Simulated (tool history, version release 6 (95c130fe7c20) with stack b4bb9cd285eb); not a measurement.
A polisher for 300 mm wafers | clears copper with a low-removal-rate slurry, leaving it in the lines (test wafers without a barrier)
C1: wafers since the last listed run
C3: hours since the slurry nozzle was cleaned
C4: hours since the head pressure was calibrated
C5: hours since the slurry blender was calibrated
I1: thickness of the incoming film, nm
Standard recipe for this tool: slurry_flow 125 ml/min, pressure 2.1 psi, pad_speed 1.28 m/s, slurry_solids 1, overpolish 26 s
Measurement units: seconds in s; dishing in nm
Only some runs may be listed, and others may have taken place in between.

run 1 day=0 | slurry_flow=125 pressure=2.1 pad_speed=1.28 slurry_solids=1 overpolish=26 | C1=0 wafers_polished_on_this_pad=721 C3=214.9 C4=688.9 C5=164.9 | I1=257.1 | seconds=93.4 dishing=43.7
-- day=0.979 worn pad replaced by a new one
run 2 day=3.375 | slurry_flow=125 pressure=2.1 pad_speed=1.28 slurry_solids=1 overpolish=26 | C1=853 wafers_polished_on_this_pad=637 C3=295.9 C4=769.9 C5=245.9 | I1=257.9 | seconds=94.8 dishing=42.8
-- day=3.629 slurry blender recalibrated
-- day=4.208 worn pad replaced by a new one
run 3 day=5.583 | slurry_flow=125 pressure=2.1 pad_speed=1.28 slurry_solids=1 overpolish=26 | C1=521 wafers_polished_on_this_pad=366 C3=348.9 C4=822.9 C5=46.9 | I1=252.5 | seconds=90.3 dishing=43.5
run 4 day=6.338 | slurry_flow=105 pressure=1.8 pad_speed=1.28 slurry_solids=1 overpolish=26 | C1=200 wafers_polished_on_this_pad=567 C3=367 C4=841 C5=65 | I1=257.6 | seconds=112.1 dishing=36.8
-- day=6.621 head pressure recalibrated
run 5 day=7.433 | slurry_flow=125 pressure=2.1 pad_speed=1.04 slurry_solids=1 overpolish=26 | C1=269 wafers_polished_on_this_pad=836 C3=393.3 C4=19.5 C5=91.3 | I1=253.6 | seconds=115.5 dishing=36.1
-- day=7.896 worn pad replaced by a new one
-- day=7.921 slurry nozzle cleaned
run 6 day=8.567 | slurry_flow=125 pressure=2.1 pad_speed=1.04 slurry_solids=1 overpolish=26 | C1=250 wafers_polished_on_this_pad=172 C3=15.5 C4=46.7 C5=118.5 | I1=257.2 | seconds=117.5 dishing=34.5
run 7 day=9.571 | slurry_flow=125 pressure=2.4 pad_speed=1.28 slurry_solids=1 overpolish=26 | C1=267 wafers_polished_on_this_pad=439 C3=39.6 C4=70.8 C5=142.6 | I1=257.3 | seconds=78.7 dishing=48
run 8 day=10.629 | slurry_flow=125 pressure=2.1 pad_speed=1.28 slurry_solids=1 overpolish=26 | C1=281 wafers_polished_on_this_pad=720 C3=65 C4=96.2 C5=168 | I1=256.3 | seconds=92.9 dishing=41.6
run 9 day=11.221 | slurry_flow=85 pressure=2.1 pad_speed=1.28 slurry_solids=1 overpolish=12 | C1=157 wafers_polished_on_this_pad=878 C3=79.2 C4=110.4 C5=182.2 | I1=252.9 | seconds=97.3 dishing=21.8
-- day=11.838 worn pad replaced by a new one
run 10 day=12.208 | slurry_flow=125 pressure=2.7 pad_speed=1.58 slurry_solids=0.85 overpolish=26 | C1=218 wafers_polished_on_this_pad=98 C3=102.9 C4=134.1 C5=205.9 | I1=257.5 | seconds=60.2 dishing=59.7
-- day=14.458 slurry blender recalibrated
-- day=15.254 worn pad replaced by a new one
run 11 day=15.275 | slurry_flow=135 pressure=2.1 pad_speed=1.28 slurry_solids=0.7 overpolish=33 | C1=749 wafers_polished_on_this_pad=5 C3=176.5 C4=207.7 C5=19.6 | I1=258.4 | seconds=99.2 dishing=50.7
run 12 day=15.638 | slurry_flow=125 pressure=2.1 pad_speed=1.28 slurry_solids=1.3 overpolish=13 | C1=96 wafers_polished_on_this_pad=102 C3=185.2 C4=216.4 C5=28.3 | I1=250.8 | seconds=85.8 dishing=25.3
run 13 day=16.312 | slurry_flow=125 pressure=2.7 pad_speed=1.1 slurry_solids=1 overpolish=26 | C1=179 wafers_polished_on_this_pad=281 C3=201.4 C4=232.6 C5=44.5 | I1=255.1 | seconds=84.8 dishing=45.3
run 14 day=17.279 | slurry_flow=95 pressure=1.8 pad_speed=1.42 slurry_solids=0.75 overpolish=26 | C1=257 wafers_polished_on_this_pad=539 C3=224.6 C4=255.8 C5=67.7 | I1=251.4 | seconds=105.4 dishing=36.4
run 15 day=18.5 | slurry_flow=125 pressure=2.1 pad_speed=1.28 slurry_solids=1 overpolish=26 | C1=324 wafers_polished_on_this_pad=864 C3=253.9 C4=285.1 C5=97 | I1=259.1 | seconds=94.9 dishing=43.3

Describe how what the log doesn't record of the tool's condition differs between the last listed run preceding each entry between runs and the first listed run following it.
In the gap between runs 1 and 2: worn pad replaced by a new one (day 0.979)
  nothing in the hidden state changes from one run to the other
In the gap between runs 2 and 3: slurry blender recalibrated (day 3.629); worn pad replaced by a new one (day 4.208)
  nothing in the hidden state changes from one run to the other
In the gap between runs 4 and 5: head pressure recalibrated (day 6.621)
  nothing in the hidden state changes from one run to the other
In the gap between runs 5 and 6: worn pad replaced by a new one (day 7.896); slurry nozzle cleaned (day 7.921)
  nothing in the hidden state changes from one run to the other
In the gap between runs 9 and 10: worn pad replaced by a new one (day 11.838)
  nothing in the hidden state changes from one run to the other
In the gap between runs 10 and 11: slurry blender recalibrated (day 14.458); worn pad replaced by a new one (day 15.254)
  nothing in the hidden state changes from one run to the other
